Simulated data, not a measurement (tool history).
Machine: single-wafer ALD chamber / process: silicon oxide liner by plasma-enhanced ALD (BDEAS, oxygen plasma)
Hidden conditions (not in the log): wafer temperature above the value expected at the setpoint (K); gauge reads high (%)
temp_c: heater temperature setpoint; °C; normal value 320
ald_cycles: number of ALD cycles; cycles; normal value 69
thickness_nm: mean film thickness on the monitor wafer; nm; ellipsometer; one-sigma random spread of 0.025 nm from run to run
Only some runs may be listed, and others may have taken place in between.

run,hour,temp_c,ald_cycles,wafers since the last listed run,hours since the last thermocouple change,hours since the gauge calibration,"read-back reference wafer on the same gauge, thickness_nm",thickness_nm
1,0.0,320,63,0,654.5,737.9,7.014,5.372
# hour 46.0: gauge calibrated
2,75.0,320,63,309,729.5,29.0,6.830,5.275
3,160.8,320,60,353,815.3,114.8,6.862,5.045
4,231.9,320,60,293,886.4,185.9,6.866,5.061
5,322.4,320,60,373,976.9,276.4,6.899,5.049
6,378.5,320,69,231,1033.0,332.5,6.908,5.865
7,483.9,320,59,434,1138.4,437.9,6.936,5.021
8,523.7,320,59,164,1178.2,477.7,6.949,5.026
9,614.6,327,80,374,1269.1,568.6,6.970,6.771
# hour 637.6: thermocouple changed; heater temperature recalibrated
10,662.8,320,83,165,25.2,616.8,6.997,7.160
11,730.7,308,64,279,93.1,684.7,7.012,5.633
# hour 812.5: gauge calibrated
12,815.6,305,78,349,178.0,3.1,6.770,6.627
13,866.6,327,80,210,229.0,54.1,6.773,6.561
14,912.1,327,60,187,274.5,99.6,6.779,4.952
15,985.0,320,69,300,347.4,172.5,6.800,5.794
16,1058.7,315,57,303,421.1,246.2,6.827,4.833

5 options for the next run, each taken on its own from the tool as it stands now. Forecast them:
A,1059.2,320,69,2,421.6,246.7,?,?
B,1059.2,320,56,2,421.6,246.7,?,?
C,1059.2,311,81,2,421.6,246.7,?,?
D,1059.2,329,56,2,421.6,246.7,?,?
E,1059.2,325,74,2,421.6,246.7,?,?

run,"read-back reference wafer on the same gauge, thickness_nm",thickness_nm
A,6.842,5.787
B,6.842,4.697
C,6.842,6.871
D,6.842,4.643
E,6.842,6.167
Without the tool's hidden state the same runs would have given:
run,thickness_nm
A,5.748
B,4.665
C,6.824
D,4.612
E,6.125
